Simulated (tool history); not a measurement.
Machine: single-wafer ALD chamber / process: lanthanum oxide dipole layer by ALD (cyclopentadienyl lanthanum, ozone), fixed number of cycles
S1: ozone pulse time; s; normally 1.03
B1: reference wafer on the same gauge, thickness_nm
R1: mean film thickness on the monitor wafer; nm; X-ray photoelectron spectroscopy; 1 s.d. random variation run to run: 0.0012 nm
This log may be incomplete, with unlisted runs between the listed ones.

run,day,S1,B1,R1
1,0,1.03,0.506,0.418
2,0.7,1.03,0.506,0.414
# day 1.25: showerhead replaced
3,1.271,1.03,0.506,0.416
4,1.696,1.16,0.506,0.434
5,2.333,1.03,0.506,0.416
6,2.842,1.03,0.506,0.417
7,3.408,1.03,0.506,0.417
8,3.804,0.73,0.506,0.353
# day 4.646: ozone generator serviced
9,4.871,1.24,0.506,0.493
10,5.538,1.24,0.506,0.492
# day 6: thermocouple changed; heater temperature recalibrated
11,6.021,1.24,0.506,0.492
12,6.354,0.82,0.506,0.435
13,7.088,1.03,0.506,0.469
14,7.8,1.03,0.506,0.47
15,8.5,1.03,0.506,0.466
16,8.833,1.14,0.506,0.48
17,9.1,1.03,0.506,0.465
18,9.458,1.03,0.506,0.466
19,9.746,1.03,0.506,0.465
20,10.488,1.36,0.506,0.498
# day 10.675: gauge calibrated
21,11.188,1.37,0.506,0.498
22,11.767,1.03,0.506,0.46
23,12.058,1.41,0.506,0.499
24,12.367,1.28,0.506,0.489
25,13.079,1.44,0.506,0.5
26,13.708,1.4,0.506,0.498
27,14.267,0.78,0.506,0.415
28,14.842,1.31,0.506,0.488
29,15.129,0.7,0.506,0.396
30,15.754,0.65,0.506,0.382
31,16.317,1.35,0.506,0.494
32,16.862,1.25,0.506,0.483
33,17.175,0.89,0.506,0.433
34,17.429,1.39,0.506,0.494

Below are 5 alternative next runs, each starting from the tool's condition after run 34. Predict each:
A,17.446,1.03,?,?
B,17.446,0.8,?,?
C,17.446,0.91,?,?
D,17.446,1.22,?,?
E,17.446,1.29,?,?

run,B1,R1
A,0.506,0.454
B,0.506,0.414
C,0.506,0.435
D,0.506,0.477
E,0.506,0.484
The same runs, with their run-to-run variation unchanged, on a tool lacking any hidden condition would have given:
run,R1
A,0.474
B,0.438
C,0.457
D,0.494
E,0.5
